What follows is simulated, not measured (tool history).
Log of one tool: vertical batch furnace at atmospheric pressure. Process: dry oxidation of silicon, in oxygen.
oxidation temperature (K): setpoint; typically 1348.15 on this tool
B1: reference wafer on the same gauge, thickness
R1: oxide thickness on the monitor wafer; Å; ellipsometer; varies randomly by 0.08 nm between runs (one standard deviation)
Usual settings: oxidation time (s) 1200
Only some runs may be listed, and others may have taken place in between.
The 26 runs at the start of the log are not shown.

Run 27, hour 363.6: usual settings but oxidation time (s) 900; B1 59.23. Result: R1 447.4 Å.
Run 28, hour 377.1: usual settings; B1 59.21. Result: R1 536.2 Å.
Run 29, hour 394.8: usual settings but oxidation temperature (K) 1332.15, oxidation time (s) 1500; B1 59.21. Result: R1 558.2 Å.
Run 30, hour 401.4: usual settings; B1 59.24. Result: R1 538.4 Å.
Run 31, hour 413.6: usual settings but oxidation temperature (K) 1363.15, oxidation time (s) 1680; B1 59.20. Result: R1 744.2 Å.
Run 32, hour 425.9: usual settings; B1 59.19. Result: R1 538.6 Å.
Run 33, hour 442.1: usual settings but oxidation time (s) 990; B1 59.21. Result: R1 476.3 Å.
Run 34, hour 449.2: usual settings but oxidation time (s) 630; B1 59.18. Result: R1 357.7 Å.
Run 35, hour 455.2: usual settings but oxidation temperature (K) 1358.15, oxidation time (s) 960; B1 59.22. Result: R1 504.8 Å.
Run 36, hour 467.9: usual settings but oxidation temperature (K) 1363.15; B1 59.19. Result: R1 604.3 Å.
Run 37, hour 484.0: usual settings but oxidation temperature (K) 1358.15, oxidation time (s) 960; B1 59.16. Result: R1 505.3 Å.
Run 38, hour 496.7: usual settings but oxidation time (s) 1500; B1 59.18. Result: R1 622.0 Å.
Run 39, hour 509.3: usual settings but oxidation temperature (K) 1328.15, oxidation time (s) 1620; B1 59.20. Result: R1 573.6 Å.

Consider 4 possible next runs. They are alternatives, not a sequence: every one starts from the tool as it was left by run 39. What does each give?
Run A, hour 513.2: usual settings but oxidation temperature (K) 1365.15; B1 ?. Result: R1 ?.
Run B, hour 513.2: usual settings but oxidation temperature (K) 1367.15; B1 ?. Result: R1 ?.
Run C, hour 513.2: usual settings but oxidation temperature (K) 1327.15, oxidation time (s) 1500; B1 ?. Result: R1 ?.
Run D, hour 513.2: usual settings but oxidation temperature (K) 1337.15, oxidation time (s) 1680; B1 ?. Result: R1 ?.

run     B1     R1
  A  59.19  613.7
  B  59.19  622.9
  C  59.19  540.7
  D  59.19  620.2
What these runs would have given with no unlogged condition in the tool:
run     R1
  A  608.9
  B  618.1
  C  537.2
  D  615.9
